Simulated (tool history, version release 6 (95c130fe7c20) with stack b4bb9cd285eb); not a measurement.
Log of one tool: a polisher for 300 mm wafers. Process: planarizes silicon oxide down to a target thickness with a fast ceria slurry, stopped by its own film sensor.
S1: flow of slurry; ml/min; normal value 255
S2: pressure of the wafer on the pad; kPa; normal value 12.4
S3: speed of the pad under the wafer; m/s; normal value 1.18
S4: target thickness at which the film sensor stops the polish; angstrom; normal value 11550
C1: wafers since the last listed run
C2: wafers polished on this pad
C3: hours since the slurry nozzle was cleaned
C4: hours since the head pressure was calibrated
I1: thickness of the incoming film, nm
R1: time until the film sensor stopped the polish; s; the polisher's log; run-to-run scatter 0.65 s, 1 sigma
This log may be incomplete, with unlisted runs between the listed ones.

run   hour   S1    S2    S3     S4   C1    C2     C3      C4      I1     R1
  1      0  255  12.4  1.18  11550    0   486  576.7    1028  2095.7   87.6
  2   20.3  255     9  1.18  11550  178   665    597  1048.3  2070.9  113.2
  3   55.3  255     9  1.18  11550  308   974    632  1083.3  2032.5  112.9
  4   90.6  255     9  1.18  11550  311  1285  667.3  1118.6  2032.4    116
     108.7  -- worn pad replaced by a new one
  5  118.4  255  12.4  1.18  11550  209    85  695.1  1146.4  2045.2   81.7
  6    148  255  12.4  1.18  11550  260   346  724.7    1176  2034.4   82.5
     234.9  -- worn pad replaced by a new one
  7  239.9  255  12.4  1.18  11550  774    43  816.6  1267.9  2064.8   87.2
     241.7  -- slurry nozzle cleaned
  8  274.4  255  15.9  1.54   9750  295   339   32.7  1302.4  2050.8   64.2
     305.8  -- head pressure recalibrated
  9  306.3  340  10.3  1.58  13060  263   602   64.6     0.5  2065.9     64
 10  327.9  340   9.7  1.48  12970  190   793   86.2    22.1  2051.1   71.5
 11  341.9  255  12.4  1.18  11550  123   916  100.2    36.1  2034.3   80.9
 12  355.6  255  12.4  1.18  11550  120  1037  113.9    49.8  2042.4   81.3
 13  373.1  185  12.4  1.18  11550  154  1191  131.4    67.3  2053.6     88
     395.1  -- worn pad replaced by a new one
 14  405.9  255  12.4  1.54  13050  253    95  164.2   100.1  2037.2   53.7
 15  434.1  255  12.4     1  11550  248   344  192.4   128.3  2036.7   86.9

Consider 3 possible next runs. They are alternatives, not a sequence: every one starts from the tool as it was left by run 15. What does each give?
  A  434.6  255  12.4  1.18   9670   4  348  192.9  128.8  2052.2   ?
  B  434.6  330  16.5  1.58   8930   4  348  192.9  128.8  2052.2   ?
  C  434.6  175   9.7  1.18  11550   4  348  192.9  128.8  2052.2   ?

run    R1
  A  95.9
  B  63.8
  C   105
The same runs, with their run-to-run variation unchanged, on a tool lacking any hidden condition would have given:
run     R1
  A   92.5
  B   61.7
  C  100.6
